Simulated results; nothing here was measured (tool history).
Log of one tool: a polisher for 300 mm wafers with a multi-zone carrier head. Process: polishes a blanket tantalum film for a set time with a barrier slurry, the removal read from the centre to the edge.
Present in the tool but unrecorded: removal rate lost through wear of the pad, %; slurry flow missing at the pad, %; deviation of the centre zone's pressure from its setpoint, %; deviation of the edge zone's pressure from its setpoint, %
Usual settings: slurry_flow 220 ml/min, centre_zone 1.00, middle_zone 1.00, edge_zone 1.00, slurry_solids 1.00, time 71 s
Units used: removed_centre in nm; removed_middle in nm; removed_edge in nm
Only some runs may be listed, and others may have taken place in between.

run	hour	slurry_flow	centre_zone	middle_zone	edge_zone	slurry_solids	time	wafers since the last listed run	wafers polished on this pad	hours since the slurry nozzle was cleaned	hours since the centre zone pressure was calibrated	hours since the edge zone pressure was calibrated	hours since the carrier head's membrane was replaced	incoming thickness of the incoming film, nm	removed_centre	removed_middle	removed_edge
1	0.0	220	1.00	1.00	1.00	1.00	60	0	203	192.6	47.2	38.5	1444.2	279.6	66.9	69.0	69.1
2	35.6	220	1.00	1.00	1.00	1.00	60	176	380	228.2	82.8	74.1	1479.8	279.5	63.1	67.8	68.6
3	69.1	220	1.09	0.97	1.00	1.00	71	166	546	261.7	116.3	107.6	1513.3	276.8	78.3	75.4	77.7
4	94.4	220	1.06	1.10	1.00	1.00	71	125	672	287.0	141.6	132.9	1538.6	282.5	73.8	84.1	77.2
5	108.1	220	1.09	0.97	1.00	1.00	71	68	740	300.7	155.3	146.6	1552.3	276.2	75.9	75.3	76.9
6	143.0	195	1.00	1.00	1.00	1.00	71	173	913	335.6	190.2	181.5	1587.2	285.5	66.2	74.3	74.4
# hour 180.7: worn pad replaced by a new one
7	217.1	175	1.00	1.00	0.94	0.80	95	348	180	409.7	264.3	255.6	1661.3	279.8	86.9	100.1	96.5
8	248.2	220	1.00	1.09	1.00	1.15	71	154	335	440.8	295.4	286.7	1692.4	280.6	75.8	89.3	83.5
9	269.5	220	0.90	1.07	1.00	0.75	71	105	441	462.1	316.7	308.0	1713.7	277.9	58.2	75.8	72.1
# hour 284.3: carrier head's membrane replaced by a new one
10	288.8	220	1.00	1.00	1.00	1.00	57	71	512	481.4	336.0	327.3	4.5	278.8	54.4	62.8	62.7
11	301.1	220	1.00	1.07	1.00	1.00	71	61	573	493.7	348.3	339.6	16.8	277.0	69.7	83.9	77.2
# hour 310.2: slurry nozzle cleaned
# hour 311.9: centre zone pressure recalibrated
12	334.7	220	1.06	1.00	1.00	1.00	71	153	726	24.5	22.8	373.2	50.4	282.7	76.1	76.6	76.2
13	354.5	220	1.00	1.00	1.00	1.00	91	98	825	44.3	42.6	393.0	70.2	282.7	89.8	95.2	95.7
14	376.9	220	1.00	1.00	1.00	1.00	71	111	936	66.7	65.0	415.4	92.6	279.4	69.2	74.1	72.8
15	397.5	220	1.00	1.00	1.00	1.00	71	102	1039	87.3	85.6	436.0	113.2	279.9	65.5	72.7	72.6
# hour 404.9: worn pad replaced by a new one
16	415.6	220	1.00	1.00	1.00	1.00	71	70	53	105.4	103.7	454.1	131.3	281.1	75.7	84.3	81.7
17	441.8	220	1.00	1.00	1.00	1.00	71	130	183	131.6	129.9	480.3	157.5	278.5	74.2	79.4	81.5
18	455.1	220	1.00	1.00	1.00	1.00	60	66	249	144.9	143.2	493.6	170.8	281.6	61.9	67.5	69.2
19	476.3	220	0.96	1.04	1.06	1.20	71	105	354	166.1	164.4	514.8	192.0	275.0	69.9	86.0	86.3
20	493.7	220	1.11	1.00	1.00	1.25	63	86	441	183.5	181.8	532.2	209.4	284.7	72.8	75.5	74.4
21	513.0	170	0.90	1.00	1.00	1.00	89	95	537	202.8	201.1	551.5	228.7	280.9	76.5	95.5	94.9

State the hidden condition of the tool at each of the runs:
slurry flow missing at the pad, %: 0 at every run
deviation of the edge zone's pressure from its setpoint, %: 0 at every run
H1: removal rate lost through wear of the pad, %
H2: deviation of the centre zone's pressure from its setpoint, %
run	H1	H2
1	2.63	-2.73
2	4.76	-4.68
3	6.77	-6.02
4	8.29	-6.79
5	9.11	-7.15
6	11.2	-7.87
7	2.97	-8.83
8	4.83	-9.08
9	6.11	-9.21
10	7.27	-9.31
11	8.01	-9.37
12	10	-2.42
13	11.2	-3.86
14	12.6	-5.21
15	13.8	-6.23
16	1.52	-6.99
17	3.09	-7.89
18	3.89	-8.27
19	5.16	-8.79
20	6.2	-9.15
21	7.36	-9.48
